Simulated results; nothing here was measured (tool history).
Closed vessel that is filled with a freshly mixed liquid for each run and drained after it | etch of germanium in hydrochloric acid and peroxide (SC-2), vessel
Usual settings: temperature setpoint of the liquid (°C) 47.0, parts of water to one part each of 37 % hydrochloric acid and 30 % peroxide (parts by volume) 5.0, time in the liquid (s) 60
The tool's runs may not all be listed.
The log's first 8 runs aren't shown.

run,day,temperature setpoint of the liquid (°C),parts of water to one part each of 37 % hydrochloric acid and 30 % peroxide (parts by volume),time in the liquid (s),"read-back film thickness of the germanium reference wafer, read on the same gauge (nm)",thickness taken off the germanium on a monitor wafer (Å)
9,5.450,45.0,5.0,60,49.99,785.2
10,6.133,45.0,5.0,60,50.01,784.4
11,6.679,47.0,5.0,60,49.98,839.7
12,7.196,47.0,5.0,60,50.03,837.3
13,7.717,47.0,5.0,60,49.99,835.6
# day 7.729: gauge calibrated
14,7.988,44.0,5.0,50,49.98,629.5
15,8.412,51.5,4.0,80,49.99,1297.1
16,9.038,47.0,4.0,60,49.96,840.7
17,9.404,47.0,5.0,60,50.05,837.5
18,9.771,47.0,5.0,30,50.00,418.6
# day 10.421: chemicals flow meter replaced
19,10.442,47.0,5.0,60,50.01,837.0
# day 10.667: new drum of peroxide connected
20,10.929,37.0,6.0,60,50.01,589.2
21,11.458,37.5,4.0,60,50.00,600.9
22,12.092,47.0,7.0,60,49.97,826.1
23,12.750,42.5,4.0,50,49.99,598.1
# day 13.100: thermometer replaced
24,13.312,51.5,7.0,40,49.99,680.7
25,13.683,47.0,4.0,60,50.03,895.3
26,14.154,47.0,5.0,60,50.02,892.3
27,14.788,52.5,4.5,70,49.98,1244.3
28,15.250,47.0,4.5,30,50.04,448.5
29,16.296,50.5,6.0,40,50.03,662.9
30,16.783,50.5,6.0,40,49.99,663.0
31,17.171,53.5,6.5,40,49.95,723.4

Forecast each of these 3 alternatives for the next run:
A,17.200,47.0,5.0,60,?,?
B,17.200,47.0,6.0,60,?,?
C,17.200,47.0,7.0,85,?,?

run,"read-back film thickness of the germanium reference wafer, read on the same gauge (nm)",thickness taken off the germanium on a monitor wafer (Å)
A,49.98,890.5
B,49.98,885.9
C,49.98,1246.7
Without the tool's hidden state the same runs would have given:
run,thickness taken off the germanium on a monitor wafer (Å)
A,910.9
B,906.1
C,1275.1
